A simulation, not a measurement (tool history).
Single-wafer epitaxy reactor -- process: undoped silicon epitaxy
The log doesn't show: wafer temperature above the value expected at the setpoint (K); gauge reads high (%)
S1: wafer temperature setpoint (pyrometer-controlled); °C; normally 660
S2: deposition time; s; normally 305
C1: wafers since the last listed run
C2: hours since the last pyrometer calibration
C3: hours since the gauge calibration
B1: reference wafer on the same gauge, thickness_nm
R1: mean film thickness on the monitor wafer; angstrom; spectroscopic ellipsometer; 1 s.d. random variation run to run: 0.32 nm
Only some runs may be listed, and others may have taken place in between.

{"run": 1, "hour": 0.0, "S1": 660, "S2": 305, "C1": 0, "C2": 612.8, "C3": 474.8, "B1": 60.163, "R1": 659.22}
{"run": 2, "hour": 15.7, "S1": 660, "S2": 305, "C1": 91, "C2": 628.5, "C3": 490.5, "B1": 60.106, "R1": 663.83}
{"run": 3, "hour": 42.6, "S1": 666, "S2": 346, "C1": 157, "C2": 655.4, "C3": 517.4, "B1": 60.088, "R1": 842.93}
{"run": 4, "hour": 64.7, "S1": 666, "S2": 346, "C1": 129, "C2": 677.5, "C3": 539.5, "B1": 60.171, "R1": 854.19}
{"run": 5, "hour": 88.6, "S1": 656, "S2": 305, "C1": 139, "C2": 701.4, "C3": 563.4, "B1": 60.172, "R1": 619.0}
{"run": 6, "hour": 112.3, "S1": 660, "S2": 285, "C1": 138, "C2": 725.1, "C3": 587.1, "B1": 60.099, "R1": 628.4}
{"run": 7, "hour": 130.2, "S1": 660, "S2": 285, "C1": 104, "C2": 743.0, "C3": 605.0, "B1": 60.076, "R1": 619.19}
{"run": 8, "hour": 158.2, "S1": 660, "S2": 285, "C1": 163, "C2": 771.0, "C3": 633.0, "B1": 60.076, "R1": 624.91}
{"run": 9, "hour": 177.1, "S1": 660, "S2": 352, "C1": 110, "C2": 789.9, "C3": 651.9, "B1": 60.142, "R1": 776.8}
{"run": 10, "hour": 202.4, "S1": 660, "S2": 352, "C1": 148, "C2": 815.2, "C3": 677.2, "B1": 60.088, "R1": 772.63}
{"hour": 239.5, "done": "gauge calibrated"}
{"run": 11, "hour": 292.9, "S1": 660, "S2": 352, "C1": 529, "C2": 905.7, "C3": 53.4, "B1": 60.144, "R1": 767.52}
{"run": 12, "hour": 317.5, "S1": 660, "S2": 259, "C1": 143, "C2": 930.3, "C3": 78.0, "B1": 60.058, "R1": 573.57}
{"run": 13, "hour": 335.9, "S1": 660, "S2": 259, "C1": 107, "C2": 948.7, "C3": 96.4, "B1": 60.103, "R1": 572.96}
{"run": 14, "hour": 352.7, "S1": 660, "S2": 305, "C1": 98, "C2": 965.5, "C3": 113.2, "B1": 60.102, "R1": 676.06}
{"run": 15, "hour": 387.8, "S1": 660, "S2": 344, "C1": 205, "C2": 1000.6, "C3": 148.3, "B1": 60.107, "R1": 755.47}
{"run": 16, "hour": 417.9, "S1": 660, "S2": 305, "C1": 176, "C2": 1030.7, "C3": 178.4, "B1": 60.131, "R1": 674.47}
{"run": 17, "hour": 447.4, "S1": 660, "S2": 305, "C1": 172, "C2": 1060.2, "C3": 207.9, "B1": 60.125, "R1": 673.1}
{"run": 18, "hour": 526.9, "S1": 653, "S2": 305, "C1": 465, "C2": 1139.7, "C3": 287.4, "B1": 60.113, "R1": 595.19}
{"run": 19, "hour": 544.5, "S1": 660, "S2": 305, "C1": 102, "C2": 1157.3, "C3": 305.0, "B1": 60.16, "R1": 675.39}
{"run": 20, "hour": 566.2, "S1": 660, "S2": 305, "C1": 126, "C2": 1179.0, "C3": 326.7, "B1": 60.081, "R1": 676.54}
{"run": 21, "hour": 578.6, "S1": 660, "S2": 305, "C1": 72, "C2": 1191.4, "C3": 339.1, "B1": 60.164, "R1": 673.84}
{"run": 22, "hour": 596.1, "S1": 660, "S2": 305, "C1": 102, "C2": 1208.9, "C3": 356.6, "B1": 60.043, "R1": 679.0}
{"run": 23, "hour": 631.3, "S1": 660, "S2": 305, "C1": 205, "C2": 1244.1, "C3": 391.8, "B1": 60.036, "R1": 672.27}
{"run": 24, "hour": 651.8, "S1": 675, "S2": 261, "C1": 119, "C2": 1264.6, "C3": 412.3, "B1": 60.121, "R1": 768.56}
{"run": 25, "hour": 683.7, "S1": 648, "S2": 348, "C1": 186, "C2": 1296.5, "C3": 444.2, "B1": 60.15, "R1": 616.66}
{"run": 26, "hour": 716.1, "S1": 669, "S2": 357, "C1": 189, "C2": 1328.9, "C3": 476.6, "B1": 60.098, "R1": 944.25}
{"run": 27, "hour": 740.2, "S1": 665, "S2": 328, "C1": 140, "C2": 1353.0, "C3": 500.7, "B1": 60.092, "R1": 804.18}
{"run": 28, "hour": 774.7, "S1": 674, "S2": 305, "C1": 201, "C2": 1387.5, "C3": 535.2, "B1": 60.096, "R1": 884.28}
{"run": 29, "hour": 788.2, "S1": 660, "S2": 305, "C1": 78, "C2": 1401.0, "C3": 548.7, "B1": 60.065, "R1": 682.56}
{"run": 30, "hour": 824.2, "S1": 666, "S2": 275, "C1": 210, "C2": 1437.0, "C3": 584.7, "B1": 60.126, "R1": 691.52}
{"run": 31, "hour": 852.7, "S1": 647, "S2": 249, "C1": 166, "C2": 1465.5, "C3": 613.2, "B1": 60.205, "R1": 434.0}
{"run": 32, "hour": 868.8, "S1": 660, "S2": 334, "C1": 94, "C2": 1481.6, "C3": 629.3, "B1": 60.056, "R1": 748.75}
{"run": 33, "hour": 885.6, "S1": 650, "S2": 328, "C1": 98, "C2": 1498.4, "C3": 646.1, "B1": 60.089, "R1": 606.21}
{"run": 34, "hour": 901.9, "S1": 646, "S2": 331, "C1": 95, "C2": 1514.7, "C3": 662.4, "B1": 60.128, "R1": 568.02}
{"run": 35, "hour": 931.1, "S1": 645, "S2": 353, "C1": 170, "C2": 1543.9, "C3": 691.6, "B1": 60.077, "R1": 594.17}
{"hour": 963.1, "done": "gauge calibrated"}
{"run": 36, "hour": 964.6, "S1": 656, "S2": 256, "C1": 195, "C2": 1577.4, "C3": 1.5, "B1": 60.113, "R1": 535.05}
{"hour": 1051.3, "done": "pyrometer calibrated"}
{"run": 37, "hour": 1052.1, "S1": 660, "S2": 358, "C1": 465, "C2": 0.8, "C3": 89.0, "B1": 60.121, "R1": 763.76}
{"run": 38, "hour": 1109.8, "S1": 665, "S2": 284, "C1": 337, "C2": 58.5, "C3": 146.7, "B1": 60.087, "R1": 662.47}
{"run": 39, "hour": 1126.3, "S1": 673, "S2": 266, "C1": 96, "C2": 75.0, "C3": 163.2, "B1": 60.116, "R1": 732.17}
{"run": 40, "hour": 1138.9, "S1": 660, "S2": 285, "C1": 73, "C2": 87.6, "C3": 175.8, "B1": 60.127, "R1": 606.86}
{"run": 41, "hour": 1174.3, "S1": 660, "S2": 349, "C1": 207, "C2": 123.0, "C3": 211.2, "B1": 60.069, "R1": 737.59}
{"run": 42, "hour": 1189.1, "S1": 654, "S2": 337, "C1": 86, "C2": 137.8, "C3": 226.0, "B1": 60.095, "R1": 643.4}
{"run": 43, "hour": 1208.0, "S1": 673, "S2": 356, "C1": 110, "C2": 156.7, "C3": 244.9, "B1": 60.088, "R1": 973.58}
{"run": 44, "hour": 1240.9, "S1": 674, "S2": 276, "C1": 192, "C2": 189.6, "C3": 277.8, "B1": 60.064, "R1": 769.34}
{"run": 45, "hour": 1264.1, "S1": 654, "S2": 337, "C1": 135, "C2": 212.8, "C3": 301.0, "B1": 60.063, "R1": 637.15}
{"run": 46, "hour": 1293.1, "S1": 660, "S2": 305, "C1": 169, "C2": 241.8, "C3": 330.0, "B1": 60.066, "R1": 653.32}
{"run": 47, "hour": 1314.7, "S1": 660, "S2": 305, "C1": 126, "C2": 263.4, "C3": 351.6, "B1": 60.026, "R1": 652.88}

Branching from run 47: 3 alternative next runs. What would each branch give?
{"run": "A", "hour": 1315.2, "S1": 660, "S2": 248, "C1": 2, "C2": 263.9, "C3": 352.1, "B1": "?", "R1": "?"}
{"run": "B", "hour": 1315.2, "S1": 650, "S2": 336, "C1": 2, "C2": 263.9, "C3": 352.1, "B1": "?", "R1": "?"}
{"run": "C", "hour": 1315.2, "S1": 669, "S2": 350, "C1": 2, "C2": 263.9, "C3": 352.1, "B1": "?", "R1": "?"}

run=A B1=60.147 R1=530.53
run=B B1=60.147 R1=592.54
run=C B1=60.147 R1=888.08
Had the tool no hidden state, the same runs would have come out as:
run=A R1=529.97
run=B R1=591.90
run=C R1=887.16
